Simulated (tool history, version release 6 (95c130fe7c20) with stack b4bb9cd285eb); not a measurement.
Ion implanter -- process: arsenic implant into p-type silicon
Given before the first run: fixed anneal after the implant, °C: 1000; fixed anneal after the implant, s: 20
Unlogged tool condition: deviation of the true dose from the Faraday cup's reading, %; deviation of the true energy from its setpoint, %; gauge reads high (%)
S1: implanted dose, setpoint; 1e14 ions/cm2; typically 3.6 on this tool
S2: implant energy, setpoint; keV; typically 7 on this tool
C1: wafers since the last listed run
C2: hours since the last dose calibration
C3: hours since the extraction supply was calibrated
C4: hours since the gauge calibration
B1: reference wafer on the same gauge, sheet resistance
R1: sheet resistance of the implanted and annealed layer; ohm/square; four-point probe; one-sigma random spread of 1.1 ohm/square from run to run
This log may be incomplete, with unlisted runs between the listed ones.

run   hour    S1   S2   C1      C2      C3     C4      B1      R1
  1      0   3.6    7    0  1746.1  3424.1  631.1  304.07  310.35
  2   26.5   3.6    7  530  1772.6  3450.6  657.6  303.95  311.59
  3   38.6  3.84    7  242  1784.7  3462.7  669.7   304.4  295.05
  4   70.9  3.84    7  646    1817    3495    702  303.99  295.05
  5   83.9  3.84    7  260    1830    3508    715  303.97  295.91
  6  110.2   3.6    7  526  1856.3  3534.3  741.3  304.28  311.15
  7  128.9   3.6    7  374    1875    3553    760  303.68  312.52
  8  153.2   3.6    7  486  1899.3  3577.3  784.3  304.13  310.85
  9  175.6   3.6    7  448  1921.7  3599.7  806.7  303.87  312.87
 10    206   3.6    7  608  1952.1  3630.1  837.1  303.65  314.92
     237.7  -- Faraday cup replaced and dose calibrated
 11  241.2   3.6    7  544     3.5  3665.3  872.3  304.26   298.3
 12  274.7  3.31    7  670      37  3698.8  905.8  303.63  319.38
 13  310.6  3.85    9  718    72.9  3734.7  941.7  303.88  278.51
 14  337.6  4.42    8  540    99.9  3761.7  968.7  304.31  256.08
 15  355.5  2.99    7  358   117.8  3779.6  986.6   303.9  345.89
     381.3  -- gauge calibrated
 16  381.8   3.6    7  526   144.1  3805.9    0.5  304.26  300.76
 17  404.9  3.03  8.5  462   167.2    3829   23.6   304.4  337.38
 18  423.9  2.79  8.5  380   186.2    3848   42.6  304.34  357.29
 19    436   3.6    7  242   198.3  3860.1   54.7  303.88  299.41
 20  452.5   3.6    7  330   214.8  3876.6   71.2  304.12  299.78
 21  478.2  2.65    5  514   240.5  3902.3   96.9  304.02  393.77
 22  505.5  4.16  5.5  546   267.8  3929.6  124.2  304.23  275.55
 23  525.5   3.6    8  400   287.8  3949.6  144.2  303.88  297.55
     545.9  -- extraction supply calibrated
 24  546.4  3.07    7  258   308.7     0.5  165.1  303.79   340.7
 25  564.2  4.55  5.5  356   326.5    18.3  182.9  303.71  258.17
 26  590.5   3.6  8.5  526   352.8    44.6  209.2  303.98  297.66
 27    623   3.6    7  650   385.3    77.1  241.7  303.93  301.08
 28  639.8   3.6    7  336   402.1    93.9  258.5  303.89  301.28
 29  673.1   3.6    7  666   435.4   127.2  291.8  304.14  302.09
 30  694.8  4.42    8  434   457.1   148.9  313.5  304.04     258
 31  727.2  4.33  8.5  648   489.5   181.3  345.9  303.96  260.14
 32  742.7   3.6    9  310     505   196.8  361.4  304.15  295.39
 33    768   3.6    7  506   530.3   222.1  386.7  304.12  302.26
 34  792.9   3.6    7  498   555.2     247  411.6  303.62  303.12
 35  823.8   3.6    7  618   586.1   277.9  442.5  304.14  302.44
 36  851.2  4.18    6  548   613.5   305.3  469.9  304.06  272.86

What if the next run were any one of these 5? Each begins from the tool's condition after run 36:
  A  851.6   3.6    7   8  613.9  305.7  470.3   ?   ?
  B  851.6   3.6  9.5   8  613.9  305.7  470.3   ?   ?
  C  851.6   3.6    5   8  613.9  305.7  470.3   ?   ?
  D  851.6  3.95  4.5   8  613.9  305.7  470.3   ?   ?
  E  851.6   3.3    9   8  613.9  305.7  470.3   ?   ?

run      B1      R1
  A  303.86  303.63
  B  303.86  295.58
  C  303.86  311.98
  D  303.86  293.01
  E  303.86  317.43
Stripped of hidden state, with their random variation kept, the same runs would have yielded:
run      R1
  A  300.42
  B  292.49
  C  308.66
  D  289.95
  E  314.07

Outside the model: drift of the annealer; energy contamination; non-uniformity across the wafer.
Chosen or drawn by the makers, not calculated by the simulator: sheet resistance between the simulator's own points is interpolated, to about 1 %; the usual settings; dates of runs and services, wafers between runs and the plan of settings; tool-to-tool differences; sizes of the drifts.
